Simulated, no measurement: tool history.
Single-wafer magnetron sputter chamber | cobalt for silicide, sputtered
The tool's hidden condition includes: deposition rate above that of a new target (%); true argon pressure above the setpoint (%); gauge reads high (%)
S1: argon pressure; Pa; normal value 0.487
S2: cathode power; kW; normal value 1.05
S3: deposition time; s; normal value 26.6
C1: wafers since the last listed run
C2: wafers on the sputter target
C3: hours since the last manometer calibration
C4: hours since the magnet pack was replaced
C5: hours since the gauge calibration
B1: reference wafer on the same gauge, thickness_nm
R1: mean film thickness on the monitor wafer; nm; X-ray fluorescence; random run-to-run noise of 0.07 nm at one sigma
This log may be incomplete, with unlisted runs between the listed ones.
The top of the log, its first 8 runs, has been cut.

run,hour,S1,S2,S3,C1,C2,C3,C4,C5,B1,R1
# hour 436.1: sputter target and shields replaced
9,470.6,0.487,1.05,26.6,1060,934,51.3,3805.7,962.6,15.02,12.997
10,524.2,0.487,1.05,26.6,1450,2384,104.9,3859.3,1016.2,15.019,12.881
11,564.5,0.487,1.05,26.6,1090,3474,145.2,3899.6,1056.5,15.023,12.838
12,590.3,0.334,0.9,26.6,697,4172,171,3925.4,1082.3,14.999,11.44
13,628,0.487,1.05,30.2,1019,5192,208.7,3963.1,1120,14.988,14.393
14,669.1,0.487,1.05,24.2,1111,6304,249.8,4004.2,1161.1,15.006,11.575
# hour 823.1: magnet pack replaced
15,829.7,0.487,1.05,26.6,4128,10432,410.4,6.6,1321.7,14.982,12.67
16,867.9,0.487,1.05,26.6,1033,11466,448.6,44.8,1359.9,15,12.601
# hour 926.5: sputter target and shields replaced
17,927,0.406,1.2,26.6,1382,14,507.7,103.9,1419,15.013,15.105
18,986.2,0.612,0.9,28.5,1601,1615,566.9,163.1,1478.2,15.001,11.377
19,1038.5,0.487,1.05,26.6,1414,3030,619.2,215.4,1530.5,14.97,12.971
20,1092.5,0.592,1.05,26.6,1460,4491,673.2,269.4,1584.5,14.955,12.433
21,1160.9,0.487,1.05,26.6,1850,6341,741.6,337.8,1652.9,14.989,12.76
22,1189.5,0.606,1.05,26.6,773,7115,770.2,366.4,1681.5,15.002,12.376
23,1229.8,0.487,1.05,26.6,1090,8205,810.5,406.7,1721.8,15,12.732
# hour 1234.9: gauge calibrated
24,1286.4,0.487,1.25,26.6,1531,9736,867.1,463.3,51.5,15.05,15.105
25,1316.2,0.487,1.05,31,806,10543,896.9,493.1,81.3,14.993,14.704
# hour 1334: sputter target and shields replaced
26,1379.9,0.592,0.95,26.6,1506,1240,960.6,556.8,145,14.993,11.491
27,1420,0.487,1.05,26.6,1084,2325,1000.7,596.9,185.1,15.015,12.879
28,1447,0.487,1.3,30.9,730,3055,1027.7,623.9,212.1,15.05,18.343

The next listed run, before its measurement:
29,1518.3,0.539,1.2,26.6,1928,4984,1099,695.2,283.4,?,?

{"run 29": {"B1": 14.967, "R1": 14.513}}
With no hidden state in the tool, this same run would have given R1 14.727 nm.
